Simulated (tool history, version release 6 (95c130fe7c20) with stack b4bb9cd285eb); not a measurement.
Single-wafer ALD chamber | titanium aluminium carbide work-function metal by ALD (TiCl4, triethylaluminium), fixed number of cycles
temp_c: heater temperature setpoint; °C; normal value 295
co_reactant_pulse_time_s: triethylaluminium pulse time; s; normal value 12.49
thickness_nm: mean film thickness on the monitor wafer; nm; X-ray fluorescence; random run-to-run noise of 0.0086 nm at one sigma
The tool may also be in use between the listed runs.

run	day	temp_c	co_reactant_pulse_time_s	read-back reference wafer on the same gauge, thickness_nm	thickness_nm
1	0	295	12.49	1.938	1.822
2	0.579	288	16.44	1.94	1.848
3	1.083	295	12.49	1.941	1.803
4	1.775	295	12.49	1.94	1.785
5	2.325	295	16.12	1.939	1.903
6	2.675	295	16.12	1.939	1.902
7	3.225	295	16.12	1.94	1.887
8	3.754	295	12.49	1.94	1.771
9	4.012	295	12.49	1.938	1.775
10	4.375	295	12.49	1.938	1.759
11	4.846	295	12.49	1.94	1.755
12	6.396	295	12.49	1.94	1.734
13	6.804	295	12.49	1.938	1.721
# day 7.3: showerhead replaced
14	7.321	302	14.68	1.939	1.859
# day 7.425: gauge calibrated
# day 7.996: triethylaluminium bottle replaced
15	8.017	309	14.3	1.938	2.063
16	8.354	295	10.09	1.941	1.856
17	9.083	285	15.04	1.94	1.86
18	9.812	302	11.08	1.938	1.942
19	10.312	300	9.5	1.941	1.849
# day 10.912: thermocouple changed; heater temperature recalibrated
20	10.933	308	8.75	1.942	1.849
21	11.483	302	9.52	1.94	1.854
22	11.758	305	10.81	1.94	1.95
23	13.104	309	7.97	1.939	1.756
24	13.596	302	14.68	1.941	1.997
25	14.229	302	11.08	1.943	1.914
26	14.65	295	12.49	1.942	1.886

Here are 3 independent what-if runs from the current tool condition. What would each one return?
A	14.667	295	12.49	?	?
B	14.667	295	14.05	?	?
C	14.667	295	14.43	?	?

run	read-back reference wafer on the same gauge, thickness_nm	thickness_nm
A	1.941	1.897
B	1.941	1.924
C	1.941	1.929
What these runs would have given with no unlogged condition in the tool:
run	thickness_nm
A	1.932
B	1.946
C	1.948
